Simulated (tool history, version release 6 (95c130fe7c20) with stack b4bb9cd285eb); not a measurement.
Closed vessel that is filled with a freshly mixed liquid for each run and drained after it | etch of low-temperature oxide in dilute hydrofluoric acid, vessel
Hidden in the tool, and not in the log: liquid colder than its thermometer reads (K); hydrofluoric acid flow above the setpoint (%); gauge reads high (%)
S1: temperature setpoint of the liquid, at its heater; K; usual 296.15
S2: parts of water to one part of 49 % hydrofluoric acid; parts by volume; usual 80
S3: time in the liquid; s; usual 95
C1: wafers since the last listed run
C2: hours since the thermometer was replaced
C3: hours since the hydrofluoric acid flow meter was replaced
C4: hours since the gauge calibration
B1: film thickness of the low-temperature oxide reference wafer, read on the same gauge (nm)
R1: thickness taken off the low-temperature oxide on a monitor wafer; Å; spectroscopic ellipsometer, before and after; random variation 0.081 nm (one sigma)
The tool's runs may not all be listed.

run	hour	S1	S2	S3	C1	C2	C3	C4	B1	R1
1	0	296.15	100	95	0	392.2	965.9	165.4	60	109.4
2	24.3	296.15	80	95	2678	416.5	990.2	189.7	59.99	139.1
3	43	296.15	80	95	2061	435.2	1008.9	208.4	60.03	138.5
4	69.6	293.15	80	95	2931	461.8	1035.5	235	60.01	122.4
5	83	293.15	80	95	1476	475.2	1048.9	248.4	60	123
# hour 110: hydrofluoric acid flow meter replaced
6	116.5	292.65	80	95	3582	508.7	6.5	281.9	59.99	107
# hour 125.5: gauge calibrated
7	133.6	292.65	80	95	1884	525.8	23.6	8.1	59.98	106.2
8	166	296.15	55	95	3571	558.2	56	40.5	60.02	187.6
9	188.7	294.65	80	95	2502	580.9	78.7	63.2	60.02	117.2
10	208.3	296.15	115	55	2160	600.5	98.3	82.8	59.99	48.2
11	237.5	291.65	80	65	3218	629.7	127.5	112	60.01	71.9
# hour 257.9: thermometer replaced
12	268.3	296.15	80	95	3284	10.4	158.3	142.8	60.01	126.8
13	281.7	296.15	110	95	1476	23.8	171.7	156.2	59.99	88.6
14	298.9	296.15	115	75	1895	41	188.9	173.4	60.01	66
15	317.9	292.65	95	125	2094	60	207.9	192.4	60	119
16	337.5	299.65	50	50	2160	79.6	227.5	212	60	127.5
17	357.2	296.15	55	95	2171	99.3	247.2	231.7	60.02	189.6

The same runs without the tool's hidden state, with the same run-to-run variation:
run	R1
1	96.1
2	122.1
3	121.4
4	107.1
5	107.4
6	105.7
7	104.8
8	184.4
9	114.9
10	47.1
11	70.1
12	123.1
13	85.8
14	63.8
15	114.9
16	122.9
17	182.5
